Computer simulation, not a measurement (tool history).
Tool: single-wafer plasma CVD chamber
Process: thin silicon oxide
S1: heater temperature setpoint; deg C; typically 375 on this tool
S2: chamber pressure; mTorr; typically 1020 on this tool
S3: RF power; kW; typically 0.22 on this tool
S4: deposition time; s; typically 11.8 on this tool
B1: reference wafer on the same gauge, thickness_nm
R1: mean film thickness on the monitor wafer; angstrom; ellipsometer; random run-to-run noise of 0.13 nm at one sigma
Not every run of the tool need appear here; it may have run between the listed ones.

run   hour   S1    S2     S3    S4      B1      R1
  1      0  375  1020   0.22  11.8   19.74  209.34
  2   54.8  375  1020   0.22  11.8  19.682  206.51
  3   89.7  375  1020   0.22  11.8  19.677  206.78
  4  103.8  375   910   0.22  11.8  19.766  188.53
  5  126.1  375  1020   0.19  11.8  19.667  184.94
  6    159  375  1020   0.19  11.8  19.669  185.04
  7  175.4  375  1020   0.19  11.8  19.681  182.38
  8  196.9  375  1020   0.22  11.8  19.673  201.64
  9  217.8  375  1020   0.22  11.8  19.674  199.74
 10  243.3  375  1020   0.24  11.8  19.757  210.36
 11  259.9  375  1020   0.24  11.8  19.715  209.78
 12  296.4  385  1020   0.22  11.8  19.693  210.65
 13  305.9  375  1020   0.22  11.8  19.694  210.48
 14  326.6  375  1020   0.22  11.8  19.707   209.4
 15  341.3  375  1020   0.22  11.8  19.684  207.54
 16  374.5  375   870   0.22  11.8  19.763  184.82
 17  397.2  385  1020   0.22  11.8   19.67  206.99
 18  422.9  375  1020   0.24  11.8  19.681  218.82
 19  450.7  368  1020  0.185  10.7  19.664  168.56
 20  470.2  375  1020   0.22    10  19.681  175.56
 21  489.6  383  1120   0.22  11.8  19.699  215.69
 22    519  385  1110  0.195  11.8  19.686  212.35
 23  545.2  384  1020    0.2  11.8  19.686  205.23
 24  558.1  362  1090   0.22  12.6  19.712  243.87
 25  593.3  375  1020   0.22  11.8  19.665  219.35
 26  620.7  375  1160   0.22  11.8  19.678  234.91
 27  638.4  380  1020   0.22  11.8  19.681  217.33
 28  654.7  382  1020   0.24  11.8  19.753  230.13
 29  668.2  375  1020   0.22  12.9  19.702  240.55
 30  681.4  385  1020   0.22  11.8  19.723  214.02

Withheld: 5 entries from between the runs. Position of each, and hidden state at the listed run before versus the listed run after:
Run 9 -> run 10: showerhead replaced (hour 238.8)
  delivered RF power above the setpoint (%): -9.31 -> -9.84; true pressure above the setpoint (%): -6.62 -> -6.92
  measured value less the no-hidden-state value, R1: -22.2 -> -24.03 angstrom
Run 11 -> run 12: RF generator calibrated (hour 295.9)
  delivered RF power above the setpoint (%): -10.2 -> -1.17; true pressure above the setpoint (%): -7.11 -> -7.56
  measured value less the no-hidden-state value, R1: -24.89 -> -12.72 angstrom
Run 15 -> run 16: gauge calibrated (hour 360.7)
  delivered RF power above the setpoint (%): -1.2 -> -1.25; true pressure above the setpoint (%): -8.12 -> -8.56
  measured value less the no-hidden-state value, R1: -13.59 -> -14.71 angstrom
Run 21 -> run 22: capacitance manometer re-zeroed and calibrated (hour 510.7); thermocouple changed; heater temperature recalibrated (hour 518.5)
  delivered RF power above the setpoint (%): -1.62 -> -1.77; true pressure above the setpoint (%): -10.2 -> -0.859
  measured value less the no-hidden-state value, R1: -16.53 -> -3.54 angstrom
